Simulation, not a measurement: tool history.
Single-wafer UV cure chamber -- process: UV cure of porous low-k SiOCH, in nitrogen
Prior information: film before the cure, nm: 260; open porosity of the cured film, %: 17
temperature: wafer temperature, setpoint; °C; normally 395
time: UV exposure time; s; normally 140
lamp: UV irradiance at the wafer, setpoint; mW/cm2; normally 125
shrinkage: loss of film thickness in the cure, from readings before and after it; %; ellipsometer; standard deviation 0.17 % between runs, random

run 1 day=0 | temperature=383 time=140 lamp=125 | shrinkage=8.818
-- day=0.279 quartz window cleaned
run 2 day=3.717 | temperature=395 time=140 lamp=109 | shrinkage=8.526
run 3 day=5.475 | temperature=395 time=140 lamp=109 | shrinkage=8.601
run 4 day=9.838 | temperature=395 time=140 lamp=109 | shrinkage=8.535
-- day=11.842 quartz window cleaned
run 5 day=14.167 | temperature=395 time=140 lamp=125 | shrinkage=9.781
run 6 day=16.321 | temperature=395 time=140 lamp=125 | shrinkage=9.27
run 7 day=18.329 | temperature=395 time=140 lamp=125 | shrinkage=9.216
run 8 day=21.058 | temperature=395 time=140 lamp=125 | shrinkage=9.191
-- day=24.821 quartz window cleaned
run 9 day=25.546 | temperature=395 time=140 lamp=125 | shrinkage=9.647
run 10 day=27.708 | temperature=395 time=140 lamp=125 | shrinkage=9.255
run 11 day=30.983 | temperature=383 time=140 lamp=125 | shrinkage=8.837
-- day=34.367 UV bulbs replaced
run 12 day=35.146 | temperature=389 time=115 lamp=145 | shrinkage=8.287
-- day=36.788 quartz window cleaned
run 13 day=38.167 | temperature=395 time=70 lamp=96 | shrinkage=5.957
run 14 day=40.271 | temperature=378 time=140 lamp=125 | shrinkage=8.949
run 15 day=42.008 | temperature=376 time=210 lamp=125 | shrinkage=10.522
run 16 day=46.025 | temperature=401 time=140 lamp=125 | shrinkage=9.189
run 17 day=47.858 | temperature=389 time=115 lamp=145 | shrinkage=8.697
-- day=48.746 quartz window cleaned
run 18 day=49.633 | temperature=395 time=140 lamp=95 | shrinkage=8.501
run 19 day=52.767 | temperature=395 time=140 lamp=125 | shrinkage=9.347
run 20 day=56.442 | temperature=395 time=140 lamp=125 | shrinkage=8.746
run 21 day=60.171 | temperature=378 time=140 lamp=86 | shrinkage=7.422

4 ways to go on from here, each from the tool as it stands after run 21. What would each give?
run A day=60.188 | temperature=395 time=210 lamp=125 | shrinkage=?
run B day=60.188 | temperature=383 time=195 lamp=125 | shrinkage=?
run C day=60.188 | temperature=395 time=200 lamp=125 | shrinkage=?
run D day=60.188 | temperature=381 time=140 lamp=105 | shrinkage=?

run=A shrinkage=10.776
run=B shrinkage=10.25
run=C shrinkage=10.564
run=D shrinkage=8.12
Take away the tool's hidden state, keep each run's random variation, and the runs would have read:
run=A shrinkage=11.787
run=B shrinkage=11.246
run=C shrinkage=11.569
run=D shrinkage=9.052
